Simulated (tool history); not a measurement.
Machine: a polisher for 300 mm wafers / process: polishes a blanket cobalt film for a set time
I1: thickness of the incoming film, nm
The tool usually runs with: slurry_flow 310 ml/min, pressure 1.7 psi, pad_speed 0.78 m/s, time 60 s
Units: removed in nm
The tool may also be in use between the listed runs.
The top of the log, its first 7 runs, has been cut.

run 8 hour=568.7 | slurry_flow=310 pressure=1.7 pad_speed=0.78 time=60 | I1=736.7 | removed=256.9
-- hour=586.8 head pressure recalibrated
run 9 hour=606.4 | slurry_flow=310 pressure=1.7 pad_speed=0.78 time=60 | I1=742.7 | removed=260.9
run 10 hour=701.8 | slurry_flow=310 pressure=1.7 pad_speed=0.78 time=60 | I1=726.3 | removed=269.8
run 11 hour=748.6 | slurry_flow=310 pressure=1.7 pad_speed=0.78 time=60 | I1=738.9 | removed=268.5
run 12 hour=855.5 | slurry_flow=310 pressure=1.7 pad_speed=0.78 time=60 | I1=752.3 | removed=262.7
-- hour=930.4 worn pad replaced by a new one
run 13 hour=1006.9 | slurry_flow=310 pressure=1.7 pad_speed=0.78 time=60 | I1=744.7 | removed=266.3
run 14 hour=1056.6 | slurry_flow=310 pressure=1.9 pad_speed=0.78 time=60 | I1=742.2 | removed=298.5
run 15 hour=1150.6 | slurry_flow=310 pressure=1.7 pad_speed=0.78 time=60 | I1=751.2 | removed=267.0
-- hour=1160.9 slurry nozzle cleaned
run 16 hour=1217.2 | slurry_flow=310 pressure=1.9 pad_speed=0.78 time=60 | I1=742.7 | removed=299.7
run 17 hour=1319.9 | slurry_flow=240 pressure=2.1 pad_speed=0.60 time=60 | I1=741.2 | removed=253.3
run 18 hour=1380.6 | slurry_flow=310 pressure=1.3 pad_speed=0.78 time=60 | I1=741.0 | removed=205.6
run 19 hour=1436.3 | slurry_flow=280 pressure=1.1 pad_speed=0.78 time=39 | I1=741.4 | removed=112.0
run 20 hour=1489.7 | slurry_flow=375 pressure=2.1 pad_speed=0.78 time=60 | I1=739.7 | removed=337.3
-- hour=1528.9 head pressure recalibrated, repeated, since the last time left the tool worse
run 21 hour=1544.0 | slurry_flow=240 pressure=2.1 pad_speed=0.60 time=60 | I1=742.3 | removed=219.8
run 22 hour=1626.6 | slurry_flow=220 pressure=1.7 pad_speed=0.86 time=77 | I1=728.3 | removed=323.1
-- hour=1756.0 worn pad replaced by a new one
run 23 hour=1886.0 | slurry_flow=310 pressure=1.4 pad_speed=0.58 time=60 | I1=741.0 | removed=145.5
-- hour=1960.1 slurry nozzle cleaned
run 24 hour=1990.5 | slurry_flow=310 pressure=1.7 pad_speed=0.78 time=48 | I1=749.8 | removed=192.3
run 25 hour=2059.0 | slurry_flow=310 pressure=1.7 pad_speed=0.78 time=60 | I1=748.0 | removed=236.0
run 26 hour=2107.5 | slurry_flow=310 pressure=1.7 pad_speed=0.78 time=60 | I1=733.0 | removed=240.6
run 27 hour=2151.2 | slurry_flow=275 pressure=1.7 pad_speed=0.78 time=75 | I1=734.7 | removed=298.8
run 28 hour=2216.4 | slurry_flow=215 pressure=2.0 pad_speed=0.86 time=41 | I1=746.5 | removed=204.1
run 29 hour=2252.7 | slurry_flow=310 pressure=1.9 pad_speed=0.66 time=81 | I1=748.9 | removed=304.9
run 30 hour=2506.8 | slurry_flow=395 pressure=1.7 pad_speed=0.92 time=41 | I1=738.7 | removed=197.1

What will run 31 give?
run 31 hour=2555.9 | slurry_flow=225 pressure=2.0 pad_speed=0.78 time=40 | I1=746.7 | removed=?

{"run 31": {"removed": 187.6}}
Take away the tool's hidden state, keep the run-to-run variation as it was, and the same run would have given removed 181.3 nm.
